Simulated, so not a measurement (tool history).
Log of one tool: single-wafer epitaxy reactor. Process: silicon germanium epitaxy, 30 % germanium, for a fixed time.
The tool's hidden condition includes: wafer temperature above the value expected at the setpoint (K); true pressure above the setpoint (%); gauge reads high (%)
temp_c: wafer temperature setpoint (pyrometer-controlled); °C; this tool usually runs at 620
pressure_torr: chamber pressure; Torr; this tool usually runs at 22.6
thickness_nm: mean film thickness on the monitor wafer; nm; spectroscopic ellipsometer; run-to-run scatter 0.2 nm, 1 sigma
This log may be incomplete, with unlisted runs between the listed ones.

run	hour	temp_c	pressure_torr	wafers since the last listed run	hours since the last pyrometer calibration	hours since the last manometer calibration	hours since the showerhead was replaced	hours since the gauge calibration	read-back reference wafer on the same gauge, thickness_nm	thickness_nm
1	0.0	620	22.6	0	517.7	1162.5	7390.9	328.1	76.205	86.470
2	89.1	620	22.6	2278	606.8	1251.6	7480.0	417.2	76.093	86.397
3	171.2	620	18.3	2099	688.9	1333.7	7562.1	499.3	76.229	79.269
4	259.9	620	18.3	2267	777.6	1422.4	7650.8	588.0	76.256	79.476
5	320.0	620	18.3	1536	837.7	1482.5	7710.9	648.1	76.164	79.330
6	394.4	627	20.7	1902	912.1	1556.9	7785.3	722.5	76.179	94.789
7	438.8	620	22.6	1135	956.5	1601.3	7829.7	766.9	76.102	87.382
8	511.7	620	22.6	1863	1029.4	1674.2	7902.6	839.8	76.158	87.308
# hour 612.9: pyrometer calibrated
9	613.4	620	22.6	2395	0.5	1775.9	8004.3	941.5	76.274	84.413
10	673.6	620	22.6	1539	60.7	1836.1	8064.5	1001.7	76.228	85.291
11	753.5	609	21.1	2042	140.6	1916.0	8144.4	1081.6	76.108	68.573
12	791.9	609	21.1	981	179.0	1954.4	8182.8	1120.0	76.130	68.766
13	861.3	609	21.1	1774	248.4	2023.8	8252.2	1189.4	76.253	69.188
# hour 924.6: showerhead replaced
14	941.4	620	25.7	1843	328.5	2103.9	16.8	1269.5	76.183	91.642
15	1029.1	620	25.7	2242	416.2	2191.6	104.5	1357.2	76.222	92.111
16	1065.2	624	22.6	923	452.3	2227.7	140.6	1393.3	76.312	93.682
17	1164.8	624	22.6	2546	551.9	2327.3	240.2	1492.9	76.174	94.123
# hour 1183.3: capacitance manometer re-zeroed and calibrated
# hour 1233.3: gauge calibrated
18	1250.7	620	22.6	1991	637.8	67.4	326.1	17.4	76.088	85.578
19	1340.1	615	18.3	2285	727.2	156.8	415.5	106.8	76.196	71.395
20	1421.4	627	24.5	2078	808.5	238.1	496.8	188.1	76.205	99.898
21	1491.8	629	26.1	1800	878.9	308.5	567.2	258.5	76.169	106.765
22	1530.5	634	18.1	989	917.6	347.2	605.9	297.2	76.202	99.338
23	1592.3	620	27.9	1580	979.4	409.0	667.7	359.0	76.247	93.576
24	1667.9	606	25.1	1932	1055.0	484.6	743.3	434.6	76.238	70.472
25	1734.6	620	22.6	1705	1121.7	551.3	810.0	501.3	76.151	85.755
26	1814.0	620	18.0	2030	1201.1	630.7	889.4	580.7	76.196	78.758
27	1902.0	620	22.6	2250	1289.1	718.7	977.4	668.7	76.219	86.394
# hour 2010.0: pyrometer calibrated
28	2096.4	620	22.6	4765	86.4	913.1	1171.8	863.1	76.111	84.959
29	2147.6	612	18.5	1309	137.6	964.3	1223.0	914.3	76.248	68.193

Run 30, settings as shown, results not yet in. Your forecast:
30	2243.2	620	22.6	2444	233.2	1059.9	1318.6	1009.9	?	?

Run 30 came out at read-back reference wafer on the same gauge, thickness_nm 76.139, thickness_nm 86.401 nm.
Had the tool carried no hidden state, the very same run would have given thickness_nm 83.898 nm.
